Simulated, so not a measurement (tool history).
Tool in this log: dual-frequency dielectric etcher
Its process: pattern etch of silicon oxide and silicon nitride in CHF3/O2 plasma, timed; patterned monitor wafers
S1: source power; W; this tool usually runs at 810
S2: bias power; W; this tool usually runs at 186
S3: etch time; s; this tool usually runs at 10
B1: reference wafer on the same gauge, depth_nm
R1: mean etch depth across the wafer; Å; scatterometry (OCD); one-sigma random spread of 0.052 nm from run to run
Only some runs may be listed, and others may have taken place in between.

run	hour	S1	S2	S3	B1	R1
1	0	810	196	10	19.41	180.9
2	81	810	196	10	19.41	180.4
# hour 154.9: wet clean of the chamber
3	176.4	810	196	10	19.39	179.3
4	251.9	690	186	10	19.4	167.5
5	289.4	810	186	10	19.4	178.5
6	348.9	810	186	10	19.4	178.8
7	422.8	760	152	10	19.39	169.1
8	463.8	760	152	10	19.38	170.1
# hour 536.6: wet clean of the chamber
9	537.1	760	152	10	19.39	169
10	594.7	880	186	7.5	19.4	139
11	645.3	810	172	10	19.42	177.4
12	714.1	950	148	8.5	19.4	157.6
13	790.1	700	144	10	19.39	162.9
14	847.1	900	211	12	19.41	233.1
# hour 921.9: wet clean of the chamber
# hour 937.1: source power generator calibrated
15	948.9	700	155	8.5	19.41	137.5
16	1010.1	810	186	10	19.4	177.2
17	1046.3	810	158	8	19.38	137.9
# hour 1251.2: bias power generator calibrated
# hour 1314.4: wet clean of the chamber
18	1366.9	680	143	12.5	19.4	196
# hour 1481: gauge calibrated
# hour 1553.1: upper electrode replaced
19	1672.5	870	200	12	19.4	223.4
# hour 1701.7: wet clean of the chamber
20	1829.2	810	186	10	19.39	176.5
21	1929.4	810	186	10	19.39	178.5
22	1977.6	730	152	7.5	19.39	124.1
23	2018	810	168	10	19.42	176.1

The same runs without the tool's hidden state, with the same run-to-run variation:
Hidden state present: etch rate over this chamber's usual, %; source power that arrives over what is set, %; bias power that arrives over what is set, %; gauge reads high (%).
run	R1
1	178.1
2	177
3	178
4	165.7
5	176.3
6	176.1
7	165.9
8	166.5
9	166.8
10	136.8
11	174.2
12	154.2
13	158.8
14	226.6
15	137.4
16	176.6
17	137.3
18	195.6
19	220.2
20	175.3
21	176.5
22	122.5
23	173.5
